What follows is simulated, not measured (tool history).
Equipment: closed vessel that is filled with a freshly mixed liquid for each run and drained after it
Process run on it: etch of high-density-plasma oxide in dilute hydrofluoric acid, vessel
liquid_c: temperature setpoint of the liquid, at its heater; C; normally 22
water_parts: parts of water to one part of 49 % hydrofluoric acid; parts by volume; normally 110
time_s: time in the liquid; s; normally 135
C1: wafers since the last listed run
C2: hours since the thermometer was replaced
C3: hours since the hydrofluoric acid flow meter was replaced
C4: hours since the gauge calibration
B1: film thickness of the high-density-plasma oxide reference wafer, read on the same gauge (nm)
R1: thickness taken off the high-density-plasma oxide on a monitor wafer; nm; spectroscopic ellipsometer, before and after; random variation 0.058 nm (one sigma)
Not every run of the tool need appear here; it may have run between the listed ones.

{"run": 1, "hour": 0.0, "liquid_c": 22, "water_parts": 110, "time_s": 135, "C1": 0, "C2": 1923.8, "C3": 1136, "C4": 276.4, "B1": 89.99, "R1": 12.02}
{"run": 2, "hour": 30.7, "liquid_c": 22, "water_parts": 110, "time_s": 135, "C1": 4147, "C2": 1954.5, "C3": 1166.7, "C4": 307.1, "B1": 90.01, "R1": 12}
{"run": 3, "hour": 66.7, "liquid_c": 18.5, "water_parts": 110, "time_s": 135, "C1": 4863, "C2": 1990.5, "C3": 1202.7, "C4": 343.1, "B1": 90.02, "R1": 10.42}
{"run": 4, "hour": 90.4, "liquid_c": 18.5, "water_parts": 110, "time_s": 135, "C1": 3201, "C2": 2014.2, "C3": 1226.4, "C4": 366.8, "B1": 90.03, "R1": 10.42}
{"run": 5, "hour": 110.6, "liquid_c": 22, "water_parts": 110, "time_s": 135, "C1": 2728, "C2": 2034.4, "C3": 1246.6, "C4": 387, "B1": 89.97, "R1": 12.02}
{"run": 6, "hour": 140.3, "liquid_c": 22, "water_parts": 110, "time_s": 135, "C1": 4011, "C2": 2064.1, "C3": 1276.3, "C4": 416.7, "B1": 90, "R1": 11.98}
{"run": 7, "hour": 162.2, "liquid_c": 22, "water_parts": 110, "time_s": 135, "C1": 2958, "C2": 2086, "C3": 1298.2, "C4": 438.6, "B1": 89.99, "R1": 12.06}
{"run": 8, "hour": 180.6, "liquid_c": 22, "water_parts": 110, "time_s": 135, "C1": 2485, "C2": 2104.4, "C3": 1316.6, "C4": 457, "B1": 90.02, "R1": 12.06}
{"run": 9, "hour": 209.2, "liquid_c": 22, "water_parts": 110, "time_s": 110, "C1": 3863, "C2": 2133, "C3": 1345.2, "C4": 485.6, "B1": 90.01, "R1": 9.79}
{"hour": 227.8, "done": "hydrofluoric acid flow meter replaced"}
{"run": 10, "hour": 240.0, "liquid_c": 22, "water_parts": 110, "time_s": 110, "C1": 4025, "C2": 2163.8, "C3": 12.2, "C4": 516.4, "B1": 90.01, "R1": 10.43}
{"hour": 247.7, "done": "gauge calibrated"}
{"run": 11, "hour": 254.2, "liquid_c": 22, "water_parts": 110, "time_s": 135, "C1": 1918, "C2": 2178, "C3": 26.4, "C4": 6.5, "B1": 89.97, "R1": 12.75}
{"hour": 268.5, "done": "thermometer replaced"}
{"run": 12, "hour": 275.5, "liquid_c": 22, "water_parts": 110, "time_s": 135, "C1": 2742, "C2": 7, "C3": 47.7, "C4": 27.8, "B1": 90, "R1": 11.7}
{"run": 13, "hour": 310.2, "liquid_c": 22, "water_parts": 110, "time_s": 135, "C1": 4687, "C2": 41.7, "C3": 82.4, "C4": 62.5, "B1": 89.99, "R1": 11.76}
{"run": 14, "hour": 343.4, "liquid_c": 22, "water_parts": 110, "time_s": 135, "C1": 4484, "C2": 74.9, "C3": 115.6, "C4": 95.7, "B1": 90.02, "R1": 11.8}
{"run": 15, "hour": 373.7, "liquid_c": 22, "water_parts": 110, "time_s": 135, "C1": 4093, "C2": 105.2, "C3": 145.9, "C4": 126, "B1": 89.97, "R1": 11.81}
{"run": 16, "hour": 394.3, "liquid_c": 22, "water_parts": 110, "time_s": 135, "C1": 2782, "C2": 125.8, "C3": 166.5, "C4": 146.6, "B1": 90, "R1": 11.78}
{"run": 17, "hour": 420.3, "liquid_c": 25, "water_parts": 95, "time_s": 135, "C1": 3512, "C2": 151.8, "C3": 192.5, "C4": 172.6, "B1": 90, "R1": 15.63}
{"run": 18, "hour": 439.3, "liquid_c": 26.5, "water_parts": 65, "time_s": 70, "C1": 2566, "C2": 170.8, "C3": 211.5, "C4": 191.6, "B1": 89.99, "R1": 13.1}
{"run": 19, "hour": 458.4, "liquid_c": 22, "water_parts": 110, "time_s": 135, "C1": 2580, "C2": 189.9, "C3": 230.6, "C4": 210.7, "B1": 90, "R1": 11.76}
{"run": 20, "hour": 480.2, "liquid_c": 19, "water_parts": 160, "time_s": 90, "C1": 2944, "C2": 211.7, "C3": 252.4, "C4": 232.5, "B1": 90, "R1": 4.52}
{"run": 21, "hour": 580.4, "liquid_c": 22, "water_parts": 160, "time_s": 85, "C1": 13535, "C2": 311.9, "C3": 352.6, "C4": 332.7, "B1": 89.99, "R1": 4.79}
{"run": 22, "hour": 610.1, "liquid_c": 25.5, "water_parts": 110, "time_s": 70, "C1": 4011, "C2": 341.6, "C3": 382.3, "C4": 362.4, "B1": 90.01, "R1": 6.99}
{"run": 23, "hour": 624.4, "liquid_c": 22, "water_parts": 80, "time_s": 55, "C1": 1931, "C2": 355.9, "C3": 396.6, "C4": 376.7, "B1": 90.02, "R1": 6.76}
{"run": 24, "hour": 645.9, "liquid_c": 22, "water_parts": 80, "time_s": 60, "C1": 2904, "C2": 377.4, "C3": 418.1, "C4": 398.2, "B1": 90, "R1": 7.42}
{"run": 25, "hour": 675.4, "liquid_c": 25.5, "water_parts": 80, "time_s": 195, "C1": 3984, "C2": 406.9, "C3": 447.6, "C4": 427.7, "B1": 90, "R1": 27.98}
{"run": 26, "hour": 694.3, "liquid_c": 18, "water_parts": 150, "time_s": 105, "C1": 2553, "C2": 425.8, "C3": 466.5, "C4": 446.6, "B1": 90.02, "R1": 5.44}
{"run": 27, "hour": 709.1, "liquid_c": 22, "water_parts": 110, "time_s": 135, "C1": 1999, "C2": 440.6, "C3": 481.3, "C4": 461.4, "B1": 90, "R1": 11.71}

Branching from run 27: 5 alternative next runs. What would each branch give?
{"run": "A", "hour": 709.8, "liquid_c": 22, "water_parts": 110, "time_s": 65, "C1": 94, "C2": 441.3, "C3": 482, "C4": 462.1, "B1": "?", "R1": "?"}
{"run": "B", "hour": 709.8, "liquid_c": 26.5, "water_parts": 110, "time_s": 105, "C1": 94, "C2": 441.3, "C3": 482, "C4": 462.1, "B1": "?", "R1": "?"}
{"run": "C", "hour": 709.8, "liquid_c": 20.5, "water_parts": 165, "time_s": 85, "C1": 94, "C2": 441.3, "C3": 482, "C4": 462.1, "B1": "?", "R1": "?"}
{"run": "D", "hour": 709.8, "liquid_c": 20, "water_parts": 140, "time_s": 135, "C1": 94, "C2": 441.3, "C3": 482, "C4": 462.1, "B1": "?", "R1": "?"}
{"run": "E", "hour": 709.8, "liquid_c": 22, "water_parts": 140, "time_s": 135, "C1": 94, "C2": 441.3, "C3": 482, "C4": 462.1, "B1": "?", "R1": "?"}

run=A B1=89.98 R1=5.71
run=B B1=89.98 R1=11
run=C B1=89.98 R1=4.41
run=D B1=89.98 R1=8.32
run=E B1=89.98 R1=9
Stripped of hidden state, with their random variation kept, the same runs would have yielded:
run=A R1=5.72
run=B R1=11.02
run=C R1=4.42
run=D R1=8.33
run=E R1=9.02
